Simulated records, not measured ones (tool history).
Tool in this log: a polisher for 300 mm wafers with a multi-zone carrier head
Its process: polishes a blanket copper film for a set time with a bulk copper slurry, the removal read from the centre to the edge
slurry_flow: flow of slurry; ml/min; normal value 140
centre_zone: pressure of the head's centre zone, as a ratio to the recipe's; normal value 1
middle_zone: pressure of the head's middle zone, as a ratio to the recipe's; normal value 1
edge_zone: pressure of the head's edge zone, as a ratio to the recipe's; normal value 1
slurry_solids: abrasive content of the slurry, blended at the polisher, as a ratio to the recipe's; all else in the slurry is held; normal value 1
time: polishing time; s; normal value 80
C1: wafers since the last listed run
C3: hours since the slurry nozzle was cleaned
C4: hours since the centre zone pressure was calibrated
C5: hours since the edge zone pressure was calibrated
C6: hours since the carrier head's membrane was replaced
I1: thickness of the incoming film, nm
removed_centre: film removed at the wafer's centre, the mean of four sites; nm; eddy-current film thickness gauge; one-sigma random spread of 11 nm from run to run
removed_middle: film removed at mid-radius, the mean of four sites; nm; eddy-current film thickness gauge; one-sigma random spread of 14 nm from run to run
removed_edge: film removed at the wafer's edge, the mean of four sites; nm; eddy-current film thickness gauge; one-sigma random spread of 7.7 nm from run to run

{"run": 1, "day": 0.0, "slurry_flow": 140, "centre_zone": 1, "middle_zone": 1, "edge_zone": 1.04, "slurry_solids": 1, "time": 80, "C1": 0, "wafers polished on this pad": 3105, "C3": 160.3, "C4": 0.5, "C5": 896.4, "C6": 926.2, "I1": 4342.9, "removed_centre": 1247.6, "removed_middle": 1143.3, "removed_edge": 1153.5}
{"day": 1.825, "done": "worn pad replaced by a new one"}
{"run": 2, "day": 1.846, "slurry_flow": 140, "centre_zone": 1, "middle_zone": 1, "edge_zone": 1.04, "slurry_solids": 1, "time": 80, "C1": 403, "wafers polished on this pad": 4, "C3": 204.6, "C4": 44.8, "C5": 940.7, "C6": 970.5, "I1": 4383, "removed_centre": 1280.9, "removed_middle": 1135.7, "removed_edge": 1171.7}
{"run": 3, "day": 6.229, "slurry_flow": 140, "centre_zone": 1, "middle_zone": 1, "edge_zone": 1.04, "slurry_solids": 1, "time": 80, "C1": 1052, "wafers polished on this pad": 1057, "C3": 309.8, "C4": 150, "C5": 1045.9, "C6": 1075.7, "I1": 4402.2, "removed_centre": 1268.2, "removed_middle": 1138.6, "removed_edge": 1156.9}
{"run": 4, "day": 8.25, "slurry_flow": 140, "centre_zone": 1, "middle_zone": 0.92, "edge_zone": 1, "slurry_solids": 1, "time": 80, "C1": 485, "wafers polished on this pad": 1542, "C3": 358.3, "C4": 198.5, "C5": 1094.4, "C6": 1124.2, "I1": 4407.1, "removed_centre": 1279.6, "removed_middle": 1061.4, "removed_edge": 1129.9}
{"run": 5, "day": 11.392, "slurry_flow": 140, "centre_zone": 1, "middle_zone": 0.92, "edge_zone": 1, "slurry_solids": 1, "time": 80, "C1": 754, "wafers polished on this pad": 2296, "C3": 433.7, "C4": 273.9, "C5": 1169.8, "C6": 1199.6, "I1": 4369.8, "removed_centre": 1283.3, "removed_middle": 1060.1, "removed_edge": 1128.2}
{"day": 14.083, "done": "edge zone pressure recalibrated"}
{"day": 14.425, "done": "slurry nozzle cleaned"}
{"run": 6, "day": 14.746, "slurry_flow": 140, "centre_zone": 0.93, "middle_zone": 1, "edge_zone": 1, "slurry_solids": 1, "time": 80, "C1": 775, "wafers polished on this pad": 3072, "C3": 7.7, "C4": 354.4, "C5": 15.9, "C6": 1280.1, "I1": 4407, "removed_centre": 1208.6, "removed_middle": 1154.8, "removed_edge": 1129.1}
{"day": 14.871, "done": "centre zone pressure recalibrated, repeated, since the last time left the tool worse"}
{"run": 7, "day": 16.862, "slurry_flow": 140, "centre_zone": 0.93, "middle_zone": 1, "edge_zone": 1, "slurry_solids": 1, "time": 80, "C1": 488, "wafers polished on this pad": 3560, "C3": 58.5, "C4": 47.8, "C5": 66.7, "C6": 1330.9, "I1": 4491.9, "removed_centre": 1057.6, "removed_middle": 1139.1, "removed_edge": 1125.3}
{"day": 17.521, "done": "worn pad replaced by a new one"}
{"run": 8, "day": 20.146, "slurry_flow": 140, "centre_zone": 0.93, "middle_zone": 1, "edge_zone": 1, "slurry_solids": 1, "time": 80, "C1": 748, "wafers polished on this pad": 629, "C3": 137.3, "C4": 126.6, "C5": 145.5, "C6": 1409.7, "I1": 4441.6, "removed_centre": 1061.4, "removed_middle": 1172.8, "removed_edge": 1132.3}
{"run": 9, "day": 22.188, "slurry_flow": 140, "centre_zone": 0.93, "middle_zone": 1, "edge_zone": 1, "slurry_solids": 1, "time": 80, "C1": 490, "wafers polished on this pad": 1120, "C3": 186.3, "C4": 175.6, "C5": 194.5, "C6": 1458.7, "I1": 4351, "removed_centre": 1058.8, "removed_middle": 1139.1, "removed_edge": 1140.2}
{"day": 25.108, "done": "carrier head's membrane replaced by a new one"}
{"run": 10, "day": 26.121, "slurry_flow": 140, "centre_zone": 1, "middle_zone": 1, "edge_zone": 1.04, "slurry_solids": 1.1, "time": 80, "C1": 894, "wafers polished on this pad": 2014, "C3": 280.7, "C4": 270, "C5": 288.9, "C6": 24.3, "I1": 4332.3, "removed_centre": 1157, "removed_middle": 1139.3, "removed_edge": 1181.3}
{"run": 11, "day": 29.883, "slurry_flow": 140, "centre_zone": 1, "middle_zone": 1.03, "edge_zone": 1, "slurry_solids": 1, "time": 57, "C1": 903, "wafers polished on this pad": 2917, "C3": 371, "C4": 360.3, "C5": 379.2, "C6": 114.6, "I1": 4404, "removed_centre": 819.4, "removed_middle": 843.5, "removed_edge": 807.2}
{"run": 12, "day": 31.862, "slurry_flow": 140, "centre_zone": 0.93, "middle_zone": 1, "edge_zone": 1, "slurry_solids": 1, "time": 80, "C1": 475, "wafers polished on this pad": 3393, "C3": 418.5, "C4": 407.8, "C5": 426.7, "C6": 162.1, "I1": 4372.6, "removed_centre": 1096, "removed_middle": 1132.9, "removed_edge": 1141.9}
{"day": 33.092, "done": "worn pad replaced by a new one"}
{"day": 34.608, "done": "centre zone pressure recalibrated"}
{"run": 13, "day": 35.238, "slurry_flow": 140, "centre_zone": 1.06, "middle_zone": 1.05, "edge_zone": 1, "slurry_solids": 1, "time": 105, "C1": 750, "wafers polished on this pad": 494, "C3": 499.5, "C4": 15.1, "C5": 507.7, "C6": 243.1, "I1": 4370.6, "removed_centre": 1560.8, "removed_middle": 1543.4, "removed_edge": 1470.1}
{"day": 37.071, "done": "slurry nozzle cleaned"}
{"run": 14, "day": 37.592, "slurry_flow": 140, "centre_zone": 1, "middle_zone": 1, "edge_zone": 1, "slurry_solids": 1, "time": 80, "C1": 555, "wafers polished on this pad": 1050, "C3": 12.5, "C4": 71.6, "C5": 564.2, "C6": 299.6, "I1": 4420.4, "removed_centre": 1127.3, "removed_middle": 1168.7, "removed_edge": 1139.7}
{"run": 15, "day": 41.575, "slurry_flow": 140, "centre_zone": 1, "middle_zone": 0.92, "edge_zone": 1, "slurry_solids": 1, "time": 80, "C1": 956, "wafers polished on this pad": 2006, "C3": 108.1, "C4": 167.2, "C5": 659.8, "C6": 395.2, "I1": 4385.6, "removed_centre": 1136.4, "removed_middle": 1058.9, "removed_edge": 1137.7}
{"run": 16, "day": 45.175, "slurry_flow": 140, "centre_zone": 1, "middle_zone": 1, "edge_zone": 1.05, "slurry_solids": 1.2, "time": 80, "C1": 864, "wafers polished on this pad": 2870, "C3": 194.5, "C4": 253.6, "C5": 746.2, "C6": 481.6, "I1": 4425.5, "removed_centre": 1219.9, "removed_middle": 1182.9, "removed_edge": 1210.7}
{"run": 17, "day": 47.933, "slurry_flow": 115, "centre_zone": 1, "middle_zone": 1, "edge_zone": 1, "slurry_solids": 1, "time": 80, "C1": 662, "wafers polished on this pad": 3533, "C3": 260.7, "C4": 319.8, "C5": 812.4, "C6": 547.8, "I1": 4409.3, "removed_centre": 1103.7, "removed_middle": 1070.6, "removed_edge": 1088.3}
{"day": 49.792, "done": "worn pad replaced by a new one"}
{"run": 18, "day": 51.721, "slurry_flow": 140, "centre_zone": 1, "middle_zone": 1, "edge_zone": 1, "slurry_solids": 1, "time": 80, "C1": 869, "wafers polished on this pad": 462, "C3": 351.6, "C4": 410.7, "C5": 903.3, "C6": 638.7, "I1": 4447.8, "removed_centre": 1198.8, "removed_middle": 1136.5, "removed_edge": 1129.6}
{"day": 52.283, "done": "centre zone pressure recalibrated"}
{"run": 19, "day": 54.971, "slurry_flow": 125, "centre_zone": 1.07, "middle_zone": 1, "edge_zone": 1, "slurry_solids": 1.15, "time": 80, "C1": 760, "wafers polished on this pad": 1223, "C3": 429.6, "C4": 64.5, "C5": 981.3, "C6": 716.7, "I1": 4459.9, "removed_centre": 1201.4, "removed_middle": 1137.3, "removed_edge": 1144.8}
{"run": 20, "day": 58.504, "slurry_flow": 140, "centre_zone": 0.94, "middle_zone": 1, "edge_zone": 1.08, "slurry_solids": 1.2, "time": 88, "C1": 848, "wafers polished on this pad": 2071, "C3": 514.4, "C4": 149.3, "C5": 1066.1, "C6": 801.5, "I1": 4426.6, "removed_centre": 1219.4, "removed_middle": 1261.7, "removed_edge": 1345.6}

Alternative continuations, all from the tool just after run 20; predict every row:
{"run": "A", "day": 58.521, "slurry_flow": 140, "centre_zone": 1, "middle_zone": 1, "edge_zone": 1, "slurry_solids": 1, "time": 92, "C1": 4, "wafers polished on this pad": 2075, "C3": 514.8, "C4": 149.7, "C5": 1066.5, "C6": 801.9, "I1": 4332.8, "removed_centre": "?", "removed_middle": "?", "removed_edge": "?"}
{"run": "B", "day": 58.521, "slurry_flow": 140, "centre_zone": 1.05, "middle_zone": 1, "edge_zone": 1.03, "slurry_solids": 1, "time": 80, "C1": 4, "wafers polished on this pad": 2075, "C3": 514.8, "C4": 149.7, "C5": 1066.5, "C6": 801.9, "I1": 4332.8, "removed_centre": "?", "removed_middle": "?", "removed_edge": "?"}
{"run": "C", "day": 58.521, "slurry_flow": 140, "centre_zone": 1, "middle_zone": 1.09, "edge_zone": 1, "slurry_solids": 1, "time": 80, "C1": 4, "wafers polished on this pad": 2075, "C3": 514.8, "C4": 149.7, "C5": 1066.5, "C6": 801.9, "I1": 4332.8, "removed_centre": "?", "removed_middle": "?", "removed_edge": "?"}
{"run": "D", "day": 58.521, "slurry_flow": 185, "centre_zone": 1, "middle_zone": 1, "edge_zone": 1, "slurry_solids": 1, "time": 61, "C1": 4, "wafers polished on this pad": 2075, "C3": 514.8, "C4": 149.7, "C5": 1066.5, "C6": 801.9, "I1": 4332.8, "removed_centre": "?", "removed_middle": "?", "removed_edge": "?"}
{"run": "E", "day": 58.521, "slurry_flow": 140, "centre_zone": 1, "middle_zone": 1, "edge_zone": 1.06, "slurry_solids": 1, "time": 80, "C1": 4, "wafers polished on this pad": 2075, "C3": 514.8, "C4": 149.7, "C5": 1066.5, "C6": 801.9, "I1": 4332.8, "removed_centre": "?", "removed_middle": "?", "removed_edge": "?"}

run=A removed_centre=1332.3 removed_middle=1279.3 removed_edge=1293.6
run=B removed_centre=1215.9 removed_middle=1112.1 removed_edge=1141.1
run=C removed_centre=1159.3 removed_middle=1197 removed_edge=1123.5
run=D removed_centre=938.3 removed_middle=895.1 removed_edge=891.9
run=E removed_centre=1158.5 removed_middle=1112.4 removed_edge=1157.4
Take away the tool's hidden state, keep each run's random variation, and the runs would have read:
run=A removed_centre=1304.4 removed_middle=1279.5 removed_edge=1293.6
run=B removed_centre=1190.5 removed_middle=1112.3 removed_edge=1141.1
run=C removed_centre=1135 removed_middle=1197.1 removed_edge=1123.5
run=D removed_centre=918.6 removed_middle=895.2 removed_edge=891.9
run=E removed_centre=1134.2 removed_middle=1112.5 removed_edge=1157.4
